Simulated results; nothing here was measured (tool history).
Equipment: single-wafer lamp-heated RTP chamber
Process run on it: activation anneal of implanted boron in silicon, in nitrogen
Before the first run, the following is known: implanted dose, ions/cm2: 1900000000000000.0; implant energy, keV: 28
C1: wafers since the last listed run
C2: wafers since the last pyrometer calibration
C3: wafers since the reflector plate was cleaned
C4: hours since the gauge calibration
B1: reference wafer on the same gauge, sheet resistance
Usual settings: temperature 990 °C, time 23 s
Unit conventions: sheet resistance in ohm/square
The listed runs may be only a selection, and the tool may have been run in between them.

{"run": 1, "day": 0.0, "temperature": 990, "time": 30, "C1": 0, "C2": 4660, "C3": 3175, "C4": 28.4, "B1": 63.0, "sheet resistance": 71.32}
{"run": 2, "day": 2.567, "temperature": 990, "time": 30, "C1": 653, "C2": 5313, "C3": 3828, "C4": 90.0, "B1": 63.11, "sheet resistance": 70.27}
{"run": 3, "day": 5.104, "temperature": 990, "time": 30, "C1": 646, "C2": 5960, "C3": 4475, "C4": 150.9, "B1": 63.17, "sheet resistance": 70.67}
{"run": 4, "day": 6.562, "temperature": 990, "time": 23, "C1": 371, "C2": 6331, "C3": 4846, "C4": 185.9, "B1": 63.22, "sheet resistance": 71.86}
{"run": 5, "day": 9.017, "temperature": 990, "time": 23, "C1": 625, "C2": 6956, "C3": 5471, "C4": 244.8, "B1": 63.36, "sheet resistance": 72.88}
{"day": 9.354, "done": "reflector plate cleaned"}
{"day": 11.367, "done": "pyrometer window cleaned and pyrometer calibrated"}
{"run": 6, "day": 11.85, "temperature": 990, "time": 23, "C1": 551, "C2": 122, "C3": 550, "C4": 312.8, "B1": 63.27, "sheet resistance": 72.71}
{"run": 7, "day": 13.392, "temperature": 990, "time": 23, "C1": 392, "C2": 515, "C3": 943, "C4": 349.8, "B1": 63.34, "sheet resistance": 73.47}
{"run": 8, "day": 16.1, "temperature": 990, "time": 23, "C1": 689, "C2": 1205, "C3": 1632, "C4": 414.8, "B1": 63.59, "sheet resistance": 72.16}
{"run": 9, "day": 19.067, "temperature": 990, "time": 23, "C1": 755, "C2": 1961, "C3": 2388, "C4": 486.0, "B1": 63.61, "sheet resistance": 72.78}
{"run": 10, "day": 21.662, "temperature": 990, "time": 23, "C1": 661, "C2": 2622, "C3": 3049, "C4": 548.3, "B1": 63.66, "sheet resistance": 72.9}
{"run": 11, "day": 23.112, "temperature": 990, "time": 23, "C1": 369, "C2": 2991, "C3": 3419, "C4": 583.1, "B1": 63.66, "sheet resistance": 72.23}
{"run": 12, "day": 25.883, "temperature": 990, "time": 23, "C1": 705, "C2": 3697, "C3": 4125, "C4": 649.6, "B1": 63.8, "sheet resistance": 73.36}
{"run": 13, "day": 28.504, "temperature": 990, "time": 23, "C1": 667, "C2": 4365, "C3": 4792, "C4": 712.5, "B1": 63.96, "sheet resistance": 72.48}
{"run": 14, "day": 30.808, "temperature": 990, "time": 23, "C1": 586, "C2": 4951, "C3": 5379, "C4": 767.8, "B1": 63.94, "sheet resistance": 73.55}
{"run": 15, "day": 32.721, "temperature": 990, "time": 23, "C1": 487, "C2": 5439, "C3": 5866, "C4": 813.7, "B1": 64.06, "sheet resistance": 72.94}
{"run": 16, "day": 34.338, "temperature": 990, "time": 23, "C1": 411, "C2": 5850, "C3": 6278, "C4": 852.5, "B1": 64.11, "sheet resistance": 73.54}
{"day": 35.446, "done": "reflector plate cleaned"}
{"day": 36.562, "done": "pyrometer window cleaned and pyrometer calibrated"}
{"run": 17, "day": 36.792, "temperature": 1013, "time": 17, "C1": 455, "C2": 58, "C3": 257, "C4": 911.4, "B1": 64.29, "sheet resistance": 68.19}
{"run": 18, "day": 37.846, "temperature": 990, "time": 23, "C1": 268, "C2": 327, "C3": 526, "C4": 936.7, "B1": 64.15, "sheet resistance": 73.37}
{"run": 19, "day": 39.912, "temperature": 972, "time": 23, "C1": 526, "C2": 853, "C3": 1052, "C4": 986.3, "B1": 64.26, "sheet resistance": 82.45}
{"run": 20, "day": 42.858, "temperature": 969, "time": 36, "C1": 750, "C2": 1604, "C3": 1803, "C4": 1057.0, "B1": 64.38, "sheet resistance": 80.99}
{"run": 21, "day": 45.104, "temperature": 967, "time": 18, "C1": 572, "C2": 2176, "C3": 2375, "C4": 1110.9, "B1": 64.38, "sheet resistance": 88.84}
{"run": 22, "day": 46.683, "temperature": 961, "time": 10, "C1": 402, "C2": 2578, "C3": 2777, "C4": 1148.8, "B1": 64.49, "sheet resistance": 102.98}
{"run": 23, "day": 49.329, "temperature": 990, "time": 23, "C1": 673, "C2": 3252, "C3": 3451, "C4": 1212.3, "B1": 64.57, "sheet resistance": 73.75}
{"run": 24, "day": 57.162, "temperature": 1012, "time": 23, "C1": 1995, "C2": 5247, "C3": 5446, "C4": 1400.3, "B1": 64.83, "sheet resistance": 67.96}
{"run": 25, "day": 58.25, "temperature": 1005, "time": 17, "C1": 277, "C2": 5524, "C3": 5723, "C4": 1426.4, "B1": 64.87, "sheet resistance": 70.87}
{"run": 26, "day": 60.267, "temperature": 990, "time": 30, "C1": 513, "C2": 6038, "C3": 6237, "C4": 1474.8, "B1": 64.91, "sheet resistance": 72.27}
{"day": 61.404, "done": "reflector plate cleaned"}
{"run": 27, "day": 62.45, "temperature": 1012, "time": 29, "C1": 471, "C2": 6509, "C3": 266, "C4": 1527.2, "B1": 65.05, "sheet resistance": 67.71}
{"run": 28, "day": 63.796, "temperature": 1012, "time": 10, "C1": 342, "C2": 6852, "C3": 609, "C4": 1559.5, "B1": 64.99, "sheet resistance": 70.45}
{"day": 65.012, "done": "gauge calibrated"}
{"run": 29, "day": 65.433, "temperature": 990, "time": 23, "C1": 417, "C2": 7269, "C3": 1026, "C4": 10.1, "B1": 62.88, "sheet resistance": 71.79}
{"run": 30, "day": 66.925, "temperature": 1016, "time": 23, "C1": 379, "C2": 7649, "C3": 1406, "C4": 45.9, "B1": 62.91, "sheet resistance": 65.51}
{"run": 31, "day": 68.333, "temperature": 969, "time": 29, "C1": 358, "C2": 8008, "C3": 1764, "C4": 79.7, "B1": 63.06, "sheet resistance": 81.36}
{"day": 68.808, "done": "pyrometer window cleaned and pyrometer calibrated"}
{"run": 32, "day": 70.225, "temperature": 990, "time": 23, "C1": 396, "C2": 361, "C3": 2161, "C4": 125.1, "B1": 63.08, "sheet resistance": 71.69}
{"run": 33, "day": 72.488, "temperature": 990, "time": 23, "C1": 576, "C2": 937, "C3": 2738, "C4": 179.4, "B1": 63.1, "sheet resistance": 71.97}
{"run": 34, "day": 75.454, "temperature": 962, "time": 32, "C1": 755, "C2": 1693, "C3": 3493, "C4": 250.6, "B1": 63.16, "sheet resistance": 84.81}
{"run": 35, "day": 78.329, "temperature": 990, "time": 29, "C1": 732, "C2": 2425, "C3": 4226, "C4": 319.6, "B1": 63.36, "sheet resistance": 72.07}
{"run": 36, "day": 82.579, "temperature": 1012, "time": 23, "C1": 1082, "C2": 3508, "C3": 5308, "C4": 421.6, "B1": 63.55, "sheet resistance": 66.61}
{"day": 84.612, "done": "reflector plate cleaned"}
{"run": 37, "day": 89.696, "temperature": 1018, "time": 9, "C1": 1727, "C2": 5236, "C3": 1294, "C4": 592.4, "B1": 63.73, "sheet resistance": 68.48}
{"run": 38, "day": 91.454, "temperature": 1008, "time": 31, "C1": 447, "C2": 5683, "C3": 1742, "C4": 634.6, "B1": 63.69, "sheet resistance": 66.84}

Measured minus without-hidden-state, run by run (identical run-to-run variation in each term; gauge scatter may differ):
What the log doesn't record here: true wafer temperature minus pyrometer reading, K; wafer temperature error from the tarnished reflector plate, K; gauge reads high (%).
run=1 sheet_resistance=+0.04
run=2 sheet_resistance=+0.14
run=3 sheet_resistance=+0.22
run=4 sheet_resistance=+0.27
run=5 sheet_resistance=+0.37
run=6 sheet_resistance=+0.47
run=7 sheet_resistance=+0.53
run=8 sheet_resistance=+0.61
run=9 sheet_resistance=+0.72
run=10 sheet_resistance=+0.81
run=11 sheet_resistance=+0.85
run=12 sheet_resistance=+0.97
run=13 sheet_resistance=+1.04
run=14 sheet_resistance=+1.14
run=15 sheet_resistance=+1.19
run=16 sheet_resistance=+1.26
run=17 sheet_resistance=+1.25
run=18 sheet_resistance=+1.37
run=19 sheet_resistance=+1.63
run=20 sheet_resistance=+1.71
run=21 sheet_resistance=+1.98
run=22 sheet_resistance=+2.36
run=23 sheet_resistance=+1.79
run=24 sheet_resistance=+1.88
run=25 sheet_resistance=+2.01
run=26 sheet_resistance=+2.12
run=27 sheet_resistance=+2.05
run=28 sheet_resistance=+2.17
run=29 sheet_resistance=-0.08
run=30 sheet_resistance=-0.02
run=31 sheet_resistance=+0.03
run=32 sheet_resistance=+0.09
run=33 sheet_resistance=+0.17
run=34 sheet_resistance=+0.32
run=35 sheet_resistance=+0.37
run=36 sheet_resistance=+0.48
run=37 sheet_resistance=+0.74
run=38 sheet_resistance=+0.78
